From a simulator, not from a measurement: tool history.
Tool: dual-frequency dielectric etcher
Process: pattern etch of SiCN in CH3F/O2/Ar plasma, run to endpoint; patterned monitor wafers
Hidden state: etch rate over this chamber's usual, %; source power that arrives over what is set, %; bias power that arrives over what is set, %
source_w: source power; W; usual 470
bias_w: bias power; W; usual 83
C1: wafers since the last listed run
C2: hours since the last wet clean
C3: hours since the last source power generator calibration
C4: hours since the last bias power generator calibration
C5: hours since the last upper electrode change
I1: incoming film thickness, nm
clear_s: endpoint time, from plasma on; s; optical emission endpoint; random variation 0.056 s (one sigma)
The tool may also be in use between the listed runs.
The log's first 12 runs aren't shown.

-- hour=336.2 source power generator calibrated
run 13 hour=336.7 | source_w=580 bias_w=94 | C1=341 C2=394.7 C3=0.5 C4=3485.1 C5=22.8 | I1=7.53 | clear_s=15.2
run 14 hour=346.6 | source_w=580 bias_w=64 | C1=184 C2=404.6 C3=10.4 C4=3495 C5=32.7 | I1=7.46 | clear_s=18.2
-- hour=351 bias power generator calibrated
run 15 hour=376.5 | source_w=580 bias_w=70 | C1=483 C2=434.5 C3=40.3 C4=25.5 C5=62.6 | I1=7.54 | clear_s=17.6
run 16 hour=407.1 | source_w=470 bias_w=83 | C1=571 C2=465.1 C3=70.9 C4=56.1 C5=93.2 | I1=7.48 | clear_s=18
run 17 hour=422.1 | source_w=550 bias_w=68 | C1=280 C2=480.1 C3=85.9 C4=71.1 C5=108.2 | I1=7.57 | clear_s=18.5
run 18 hour=446.5 | source_w=580 bias_w=97 | C1=455 C2=504.5 C3=110.3 C4=95.5 C5=132.6 | I1=7.41 | clear_s=14.7
-- hour=471.3 wet clean of the chamber
run 19 hour=471.8 | source_w=470 bias_w=83 | C1=24 C2=0.5 C3=135.6 C4=120.8 C5=157.9 | I1=7.46 | clear_s=18.3
run 20 hour=492.5 | source_w=520 bias_w=83 | C1=386 C2=21.2 C3=156.3 C4=141.5 C5=178.6 | I1=7.53 | clear_s=17.5
run 21 hour=522.1 | source_w=400 bias_w=90 | C1=552 C2=50.8 C3=185.9 C4=171.1 C5=208.2 | I1=7.45 | clear_s=19.3
run 22 hour=539.9 | source_w=470 bias_w=93 | C1=332 C2=68.6 C3=203.7 C4=188.9 C5=226 | I1=7.54 | clear_s=17.3
run 23 hour=643.7 | source_w=520 bias_w=95 | C1=1938 C2=172.4 C3=307.5 C4=292.7 C5=329.8 | I1=7.49 | clear_s=16
run 24 hour=697.9 | source_w=520 bias_w=103 | C1=1012 C2=226.6 C3=361.7 C4=346.9 C5=384 | I1=7.48 | clear_s=15.2
run 25 hour=732.2 | source_w=470 bias_w=83 | C1=640 C2=260.9 C3=396 C4=381.2 C5=418.3 | I1=7.52 | clear_s=18.1
run 26 hour=745 | source_w=410 bias_w=67 | C1=239 C2=273.7 C3=408.8 C4=394 C5=431.1 | I1=7.53 | clear_s=22.2
run 27 hour=785.5 | source_w=370 bias_w=83 | C1=756 C2=314.2 C3=449.3 C4=434.5 C5=471.6 | I1=7.46 | clear_s=20.9
run 28 hour=804.5 | source_w=400 bias_w=90 | C1=354 C2=333.2 C3=468.3 C4=453.5 C5=490.6 | I1=7.49 | clear_s=19.1
run 29 hour=871.2 | source_w=520 bias_w=102 | C1=1245 C2=399.9 C3=535 C4=520.2 C5=557.3 | I1=7.47 | clear_s=15.2
run 30 hour=886.5 | source_w=470 bias_w=89 | C1=285 C2=415.2 C3=550.3 C4=535.5 C5=572.6 | I1=7.46 | clear_s=17.2
run 31 hour=907.7 | source_w=470 bias_w=63 | C1=396 C2=436.4 C3=571.5 C4=556.7 C5=593.8 | I1=7.48 | clear_s=20.8
run 32 hour=935.1 | source_w=410 bias_w=101 | C1=511 C2=463.8 C3=598.9 C4=584.1 C5=621.2 | I1=7.55 | clear_s=17.8
-- hour=967.5 wet clean of the chamber
run 33 hour=968 | source_w=410 bias_w=103 | C1=166 C2=0.5 C3=631.8 C4=617 C5=654.1 | I1=7.42 | clear_s=17.6
run 34 hour=992.3 | source_w=500 bias_w=83 | C1=453 C2=24.8 C3=656.1 C4=641.3 C5=678.4 | I1=7.46 | clear_s=17.4
run 35 hour=1014.2 | source_w=520 bias_w=75 | C1=409 C2=46.7 C3=678 C4=663.2 C5=700.3 | I1=7.51 | clear_s=18

4 ways to go on from here, each from the tool as it stands after run 35. What would each give?
run A hour=1014.6 | source_w=470 bias_w=83 | C1=7 C2=47.1 C3=678.4 C4=663.6 C5=700.7 | I1=7.53 | clear_s=?
run B hour=1014.6 | source_w=360 bias_w=83 | C1=7 C2=47.1 C3=678.4 C4=663.6 C5=700.7 | I1=7.53 | clear_s=?
run C hour=1014.6 | source_w=500 bias_w=98 | C1=7 C2=47.1 C3=678.4 C4=663.6 C5=700.7 | I1=7.53 | clear_s=?
run D hour=1014.6 | source_w=470 bias_w=90 | C1=7 C2=47.1 C3=678.4 C4=663.6 C5=700.7 | I1=7.53 | clear_s=?

run=A clear_s=18.3
run=B clear_s=21.8
run=C clear_s=16.2
run=D clear_s=17.5
Without the tool's hidden state the same runs would have given:
run=A clear_s=18.7
run=B clear_s=22.3
run=C clear_s=16.6
run=D clear_s=17.9

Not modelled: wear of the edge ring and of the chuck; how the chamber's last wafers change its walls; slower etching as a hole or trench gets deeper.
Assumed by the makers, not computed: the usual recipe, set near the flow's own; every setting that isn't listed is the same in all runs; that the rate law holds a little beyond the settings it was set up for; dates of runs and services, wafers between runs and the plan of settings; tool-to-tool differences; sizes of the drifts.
